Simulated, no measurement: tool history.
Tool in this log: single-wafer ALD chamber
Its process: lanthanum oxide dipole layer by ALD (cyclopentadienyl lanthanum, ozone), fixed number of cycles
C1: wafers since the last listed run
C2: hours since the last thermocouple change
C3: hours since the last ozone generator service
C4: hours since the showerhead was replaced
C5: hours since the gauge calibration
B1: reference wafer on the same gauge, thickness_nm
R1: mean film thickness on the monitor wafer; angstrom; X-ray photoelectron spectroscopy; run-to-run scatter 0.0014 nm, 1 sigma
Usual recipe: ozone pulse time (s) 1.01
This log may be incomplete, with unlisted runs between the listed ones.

{"run": 1, "hour": 0.0, "ozone pulse time (s)": 1.3, "C1": 0, "C2": 1144.5, "C3": 940.4, "C4": 5423, "C5": 364.7, "B1": 0.587, "R1": 5.79}
{"run": 2, "hour": 23.1, "ozone pulse time (s)": 1.3, "C1": 361, "C2": 1167.6, "C3": 963.5, "C4": 5446.1, "C5": 387.8, "B1": 0.587, "R1": 5.81}
{"run": 3, "hour": 36.2, "ozone pulse time (s)": 1.3, "C1": 204, "C2": 1180.7, "C3": 976.6, "C4": 5459.2, "C5": 400.9, "B1": 0.587, "R1": 5.79}
{"run": 4, "hour": 66.3, "ozone pulse time (s)": 1.01, "C1": 470, "C2": 1210.8, "C3": 1006.7, "C4": 5489.3, "C5": 431, "B1": 0.587, "R1": 5.39}
{"run": 5, "hour": 86.7, "ozone pulse time (s)": 1.01, "C1": 318, "C2": 1231.2, "C3": 1027.1, "C4": 5509.7, "C5": 451.4, "B1": 0.587, "R1": 5.37}
{"run": 6, "hour": 104.3, "ozone pulse time (s)": 1.01, "C1": 275, "C2": 1248.8, "C3": 1044.7, "C4": 5527.3, "C5": 469, "B1": 0.587, "R1": 5.36}
{"run": 7, "hour": 130.0, "ozone pulse time (s)": 0.88, "C1": 401, "C2": 1274.5, "C3": 1070.4, "C4": 5553, "C5": 494.7, "B1": 0.587, "R1": 5.12}
{"run": 8, "hour": 152.6, "ozone pulse time (s)": 0.88, "C1": 353, "C2": 1297.1, "C3": 1093, "C4": 5575.6, "C5": 517.3, "B1": 0.587, "R1": 5.13}
{"run": 9, "hour": 172.1, "ozone pulse time (s)": 0.88, "C1": 304, "C2": 1316.6, "C3": 1112.5, "C4": 5595.1, "C5": 536.8, "B1": 0.587, "R1": 5.09}
{"run": 10, "hour": 192.7, "ozone pulse time (s)": 1.01, "C1": 322, "C2": 1337.2, "C3": 1133.1, "C4": 5615.7, "C5": 557.4, "B1": 0.587, "R1": 5.34}
{"run": 11, "hour": 212.4, "ozone pulse time (s)": 1.01, "C1": 308, "C2": 1356.9, "C3": 1152.8, "C4": 5635.4, "C5": 577.1, "B1": 0.587, "R1": 5.36}
{"run": 12, "hour": 234.6, "ozone pulse time (s)": 1.01, "C1": 347, "C2": 1379.1, "C3": 1175, "C4": 5657.6, "C5": 599.3, "B1": 0.587, "R1": 5.37}
{"run": 13, "hour": 247.5, "ozone pulse time (s)": 1.01, "C1": 201, "C2": 1392, "C3": 1187.9, "C4": 5670.5, "C5": 612.2, "B1": 0.587, "R1": 5.35}
{"run": 14, "hour": 282.6, "ozone pulse time (s)": 1.01, "C1": 548, "C2": 1427.1, "C3": 1223, "C4": 5705.6, "C5": 647.3, "B1": 0.587, "R1": 5.35}
{"run": 15, "hour": 300.4, "ozone pulse time (s)": 1.01, "C1": 278, "C2": 1444.9, "C3": 1240.8, "C4": 5723.4, "C5": 665.1, "B1": 0.587, "R1": 5.36}
{"run": 16, "hour": 329.9, "ozone pulse time (s)": 1.01, "C1": 461, "C2": 1474.4, "C3": 1270.3, "C4": 5752.9, "C5": 694.6, "B1": 0.587, "R1": 5.32}
{"hour": 342.5, "done": "showerhead replaced"}
{"run": 17, "hour": 346.9, "ozone pulse time (s)": 1.34, "C1": 140, "C2": 1491.4, "C3": 1287.3, "C4": 4.4, "C5": 711.6, "B1": 0.587, "R1": 5.79}
{"run": 18, "hour": 367.8, "ozone pulse time (s)": 1.14, "C1": 326, "C2": 1512.3, "C3": 1308.2, "C4": 25.3, "C5": 732.5, "B1": 0.587, "R1": 5.55}
{"hour": 385.6, "done": "gauge calibrated"}
{"hour": 397.2, "done": "thermocouple changed; heater temperature recalibrated"}
{"run": 19, "hour": 397.7, "ozone pulse time (s)": 1.17, "C1": 342, "C2": 0.5, "C3": 1338.1, "C4": 55.2, "C5": 12.1, "B1": 0.587, "R1": 5.57}
{"hour": 412.2, "done": "ozone generator serviced"}
{"run": 20, "hour": 428.4, "ozone pulse time (s)": 1.24, "C1": 354, "C2": 31.2, "C3": 16.2, "C4": 85.9, "C5": 42.8, "B1": 0.587, "R1": 5.84}
{"run": 21, "hour": 453.0, "ozone pulse time (s)": 1.22, "C1": 384, "C2": 55.8, "C3": 40.8, "C4": 110.5, "C5": 67.4, "B1": 0.587, "R1": 5.79}
{"run": 22, "hour": 474.7, "ozone pulse time (s)": 1.25, "C1": 339, "C2": 77.5, "C3": 62.5, "C4": 132.2, "C5": 89.1, "B1": 0.587, "R1": 5.85}
{"run": 23, "hour": 496.0, "ozone pulse time (s)": 1.16, "C1": 333, "C2": 98.8, "C3": 83.8, "C4": 153.5, "C5": 110.4, "B1": 0.587, "R1": 5.71}
{"run": 24, "hour": 514.6, "ozone pulse time (s)": 1.01, "C1": 290, "C2": 117.4, "C3": 102.4, "C4": 172.1, "C5": 129, "B1": 0.587, "R1": 5.51}
{"run": 25, "hour": 536.7, "ozone pulse time (s)": 0.89, "C1": 345, "C2": 139.5, "C3": 124.5, "C4": 194.2, "C5": 151.1, "B1": 0.587, "R1": 5.3}
{"run": 26, "hour": 550.8, "ozone pulse time (s)": 0.67, "C1": 220, "C2": 153.6, "C3": 138.6, "C4": 208.3, "C5": 165.2, "B1": 0.587, "R1": 4.69}
{"run": 27, "hour": 574.8, "ozone pulse time (s)": 1.27, "C1": 375, "C2": 177.6, "C3": 162.6, "C4": 232.3, "C5": 189.2, "B1": 0.587, "R1": 5.85}
{"run": 28, "hour": 588.3, "ozone pulse time (s)": 0.87, "C1": 211, "C2": 191.1, "C3": 176.1, "C4": 245.8, "C5": 202.7, "B1": 0.587, "R1": 5.22}
{"run": 29, "hour": 622.6, "ozone pulse time (s)": 0.86, "C1": 536, "C2": 225.4, "C3": 210.4, "C4": 280.1, "C5": 237, "B1": 0.587, "R1": 5.18}
{"run": 30, "hour": 648.6, "ozone pulse time (s)": 1.01, "C1": 406, "C2": 251.4, "C3": 236.4, "C4": 306.1, "C5": 263, "B1": 0.587, "R1": 5.48}
{"run": 31, "hour": 670.6, "ozone pulse time (s)": 1.01, "C1": 343, "C2": 273.4, "C3": 258.4, "C4": 328.1, "C5": 285, "B1": 0.587, "R1": 5.48}
{"run": 32, "hour": 690.6, "ozone pulse time (s)": 1.2, "C1": 312, "C2": 293.4, "C3": 278.4, "C4": 348.1, "C5": 305, "B1": 0.587, "R1": 5.77}
{"run": 33, "hour": 715.3, "ozone pulse time (s)": 1.37, "C1": 386, "C2": 318.1, "C3": 303.1, "C4": 372.8, "C5": 329.7, "B1": 0.587, "R1": 5.93}

Predict each of these 3 candidate next runs independently; none follows another, all start after run 33:
{"run": "A", "hour": 715.7, "ozone pulse time (s)": 0.71, "C1": 6, "C2": 318.5, "C3": 303.5, "C4": 373.2, "C5": 330.1, "B1": "?", "R1": "?"}
{"run": "B", "hour": 715.7, "ozone pulse time (s)": 1.4, "C1": 6, "C2": 318.5, "C3": 303.5, "C4": 373.2, "C5": 330.1, "B1": "?", "R1": "?"}
{"run": "C", "hour": 715.7, "ozone pulse time (s)": 0.81, "C1": 6, "C2": 318.5, "C3": 303.5, "C4": 373.2, "C5": 330.1, "B1": "?", "R1": "?"}

run=A B1=0.587 R1=4.8
run=B B1=0.587 R1=5.96
run=C B1=0.587 R1=5.07
Had the tool no hidden state, the same runs would have come out as:
run=A R1=4.89
run=B R1=6.01
run=C R1=5.16
